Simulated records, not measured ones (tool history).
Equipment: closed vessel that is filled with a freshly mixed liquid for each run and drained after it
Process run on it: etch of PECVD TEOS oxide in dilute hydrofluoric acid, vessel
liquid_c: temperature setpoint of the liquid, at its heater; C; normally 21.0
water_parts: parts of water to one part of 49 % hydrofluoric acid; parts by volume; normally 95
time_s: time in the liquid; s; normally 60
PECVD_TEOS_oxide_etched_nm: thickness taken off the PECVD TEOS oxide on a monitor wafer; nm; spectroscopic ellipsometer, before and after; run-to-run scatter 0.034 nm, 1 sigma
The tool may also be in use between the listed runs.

| run | hour | liquid_c | water_parts | time_s | wafers since the last listed run | hours since the thermometer was replaced | hours since the hydrofluoric acid flow meter was replaced | hours since the gauge calibration | read-back film thickness of the PECVD TEOS oxide reference wafer, read on the same gauge (nm) | PECVD_TEOS_oxide_etched_nm |
|---|---|---|---|---|---|---|---|---|---|---|
| 1 | 0.0 | 21.0 | 95 | 60 | 0 | 562.5 | 605.4 | 90.2 | 70.01 | 5.33 |
| 2 | 11.6 | 21.0 | 95 | 60 | 1383 | 574.1 | 617.0 | 101.8 | 70.02 | 5.32 |
| 3 | 24.3 | 21.0 | 95 | 60 | 1514 | 586.8 | 629.7 | 114.5 | 70.04 | 5.43 |
| 4 | 40.5 | 21.0 | 65 | 60 | 1931 | 603.0 | 645.9 | 130.7 | 69.99 | 8.10 |
| 5 | 56.8 | 21.0 | 65 | 60 | 1943 | 619.3 | 662.2 | 147.0 | 69.98 | 8.09 |
| 6 | 106.3 | 21.0 | 115 | 60 | 5902 | 668.8 | 711.7 | 196.5 | 70.02 | 4.30 |
|  | 108.8 | thermometer replaced |
| 7 | 118.6 | 21.0 | 95 | 60 | 1347 | 9.8 | 724.0 | 208.8 | 70.02 | 5.80 |
| 8 | 156.2 | 24.0 | 95 | 70 | 4483 | 47.4 | 761.6 | 246.4 | 69.96 | 7.61 |
| 9 | 164.3 | 21.0 | 95 | 60 | 965 | 55.5 | 769.7 | 254.5 | 69.99 | 5.77 |
| 10 | 179.6 | 19.5 | 95 | 95 | 1824 | 70.8 | 785.0 | 269.8 | 70.02 | 8.54 |
| 11 | 195.9 | 25.5 | 65 | 35 | 1943 | 87.1 | 801.3 | 286.1 | 69.97 | 6.11 |
|  | 199.6 | hydrofluoric acid flow meter replaced |
|  | 202.5 | gauge calibrated |
| 12 | 212.7 | 24.0 | 70 | 60 | 1884 | 103.9 | 13.1 | 10.2 | 70.02 | 9.10 |
| 13 | 230.0 | 21.0 | 65 | 60 | 2063 | 121.2 | 30.4 | 27.5 | 69.97 | 8.68 |
| 14 | 242.3 | 18.5 | 110 | 35 | 1466 | 133.5 | 42.7 | 39.8 | 70.01 | 2.53 |
| 15 | 256.3 | 21.0 | 80 | 85 | 1669 | 147.5 | 56.7 | 53.8 | 70.01 | 9.67 |
| 16 | 267.3 | 25.0 | 55 | 50 | 1311 | 158.5 | 67.7 | 64.8 | 69.98 | 10.06 |
| 17 | 283.7 | 24.0 | 70 | 60 | 1955 | 174.9 | 84.1 | 81.2 | 70.04 | 9.01 |
| 18 | 295.4 | 24.0 | 70 | 60 | 1395 | 186.6 | 95.8 | 92.9 | 70.00 | 8.96 |
| 19 | 308.0 | 17.0 | 65 | 30 | 1502 | 199.2 | 108.4 | 105.5 | 69.96 | 3.62 |

What the log doesn't show, run by run:
hydrofluoric acid flow above the setpoint (%): 0 in every run
gauge reads high (%): 0 in every run
H1: liquid colder than its thermometer reads (K)
| run | H1 |
|---|---|
| 1 | 1.91 |
| 2 | 1.95 |
| 3 | 1.99 |
| 4 | 2.04 |
| 5 | 2.1 |
| 6 | 2.26 |
| 7 | 0.0662 |
| 8 | 0.189 |
| 9 | 0.215 |
| 10 | 0.265 |
| 11 | 0.318 |
| 12 | 0.373 |
| 13 | 0.43 |
| 14 | 0.47 |
| 15 | 0.515 |
| 16 | 0.551 |
| 17 | 0.605 |
| 18 | 0.643 |
| 19 | 0.684 |

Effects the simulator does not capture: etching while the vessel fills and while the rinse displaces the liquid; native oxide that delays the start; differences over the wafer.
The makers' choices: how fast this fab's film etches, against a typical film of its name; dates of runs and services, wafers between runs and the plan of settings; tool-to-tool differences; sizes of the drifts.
